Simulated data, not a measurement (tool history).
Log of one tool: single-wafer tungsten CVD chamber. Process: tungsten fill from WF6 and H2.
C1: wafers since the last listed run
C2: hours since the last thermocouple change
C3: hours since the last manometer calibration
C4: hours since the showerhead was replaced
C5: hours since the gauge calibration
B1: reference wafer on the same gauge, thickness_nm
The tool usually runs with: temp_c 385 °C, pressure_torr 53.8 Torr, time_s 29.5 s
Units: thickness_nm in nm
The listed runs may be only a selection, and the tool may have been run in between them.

run 1 hour=0 | temp_c=385 pressure_torr=53.8 time_s=29.5 | C1=0 C2=1001.8 C3=2624.3 C4=3087.3 C5=168.8 | B1=88.888 | thickness_nm=74.946
-- hour=11 gauge calibrated
run 2 hour=18.6 | temp_c=385 pressure_torr=53.8 time_s=29.5 | C1=301 C2=1020.4 C3=2642.9 C4=3105.9 C5=7.6 | B1=88.941 | thickness_nm=74.939
run 3 hour=33.7 | temp_c=380 pressure_torr=46.2 time_s=29.5 | C1=244 C2=1035.5 C3=2658 C4=3121 C5=22.7 | B1=88.924 | thickness_nm=62.721
run 4 hour=42.3 | temp_c=385 pressure_torr=53.8 time_s=29.5 | C1=139 C2=1044.1 C3=2666.6 C4=3129.6 C5=31.3 | B1=88.893 | thickness_nm=74.923
run 5 hour=57.3 | temp_c=385 pressure_torr=53.8 time_s=29.5 | C1=243 C2=1059.1 C3=2681.6 C4=3144.6 C5=46.3 | B1=88.872 | thickness_nm=74.702
-- hour=76.7 capacitance manometer re-zeroed and calibrated
run 6 hour=77.2 | temp_c=385 pressure_torr=53.8 time_s=29.5 | C1=192 C2=1079 C3=0.5 C4=3164.5 C5=66.2 | B1=88.95 | thickness_nm=74.844
run 7 hour=81.8 | temp_c=385 pressure_torr=53.8 time_s=29.5 | C1=74 C2=1083.6 C3=5.1 C4=3169.1 C5=70.8 | B1=88.927 | thickness_nm=74.713
-- hour=98.2 thermocouple changed; heater temperature recalibrated
run 8 hour=98.7 | temp_c=385 pressure_torr=53.8 time_s=29.5 | C1=144 C2=0.5 C3=22 C4=3186 C5=87.7 | B1=88.886 | thickness_nm=79.015
-- hour=108.9 showerhead replaced
run 9 hour=109.4 | temp_c=385 pressure_torr=53.8 time_s=29.5 | C1=43 C2=11.2 C3=32.7 C4=0.5 C5=98.4 | B1=88.866 | thickness_nm=78.792
run 10 hour=116.7 | temp_c=392 pressure_torr=59 time_s=26.9 | C1=118 C2=18.5 C3=40 C4=7.8 C5=105.7 | B1=88.876 | thickness_nm=87.273
run 11 hour=131 | temp_c=385 pressure_torr=53.8 time_s=29.5 | C1=231 C2=32.8 C3=54.3 C4=22.1 C5=120 | B1=88.891 | thickness_nm=78.593
run 12 hour=144.7 | temp_c=392 pressure_torr=59 time_s=26.9 | C1=222 C2=46.5 C3=68 C4=35.8 C5=133.7 | B1=88.911 | thickness_nm=86.659
run 13 hour=157.8 | temp_c=390 pressure_torr=64.6 time_s=34.8 | C1=212 C2=59.6 C3=81.1 C4=48.9 C5=146.8 | B1=88.901 | thickness_nm=111.529
-- hour=163.2 gauge calibrated
run 14 hour=174.3 | temp_c=396 pressure_torr=53.8 time_s=29.5 | C1=267 C2=76.1 C3=97.6 C4=65.4 C5=11.1 | B1=88.898 | thickness_nm=99.524
run 15 hour=182.4 | temp_c=385 pressure_torr=64.5 time_s=32.6 | C1=131 C2=84.2 C3=105.7 C4=73.5 C5=19.2 | B1=88.898 | thickness_nm=92.681
run 16 hour=188.7 | temp_c=385 pressure_torr=53.8 time_s=29.5 | C1=102 C2=90.5 C3=112 C4=79.8 C5=25.5 | B1=88.915 | thickness_nm=78.021
run 17 hour=195.4 | temp_c=385 pressure_torr=67.2 time_s=29.5 | C1=108 C2=97.2 C3=118.7 C4=86.5 C5=32.2 | B1=88.874 | thickness_nm=85.308
run 18 hour=205.6 | temp_c=394 pressure_torr=53.8 time_s=29.5 | C1=165 C2=107.4 C3=128.9 C4=96.7 C5=42.4 | B1=88.888 | thickness_nm=95.076

Alternative continuations, all from the tool just after run 18; predict every row:
run A hour=206 | temp_c=385 pressure_torr=53.8 time_s=33.9 | C1=6 C2=107.8 C3=129.3 C4=97.1 C5=42.8 | B1=? | thickness_nm=?
run B hour=206 | temp_c=391 pressure_torr=49.9 time_s=29.5 | C1=6 C2=107.8 C3=129.3 C4=97.1 C5=42.8 | B1=? | thickness_nm=?
run C hour=206 | temp_c=385 pressure_torr=45.8 time_s=26.5 | C1=6 C2=107.8 C3=129.3 C4=97.1 C5=42.8 | B1=? | thickness_nm=?
run D hour=206 | temp_c=385 pressure_torr=63.5 time_s=32.8 | C1=6 C2=107.8 C3=129.3 C4=97.1 C5=42.8 | B1=? | thickness_nm=?
run E hour=206 | temp_c=391 pressure_torr=46.5 time_s=26.4 | C1=6 C2=107.8 C3=129.3 C4=97.1 C5=42.8 | B1=? | thickness_nm=?

run=A B1=88.907 thickness_nm=89.607
run=B B1=88.907 thickness_nm=86.478
run=C B1=88.907 thickness_nm=65.618
run=D B1=88.907 thickness_nm=92.624
run=E B1=88.907 thickness_nm=75.192
Without the tool's hidden state the same runs would have given:
run=A thickness_nm=90.544
run=B thickness_nm=87.344
run=C thickness_nm=66.305
run=D thickness_nm=93.592
run=E thickness_nm=75.945

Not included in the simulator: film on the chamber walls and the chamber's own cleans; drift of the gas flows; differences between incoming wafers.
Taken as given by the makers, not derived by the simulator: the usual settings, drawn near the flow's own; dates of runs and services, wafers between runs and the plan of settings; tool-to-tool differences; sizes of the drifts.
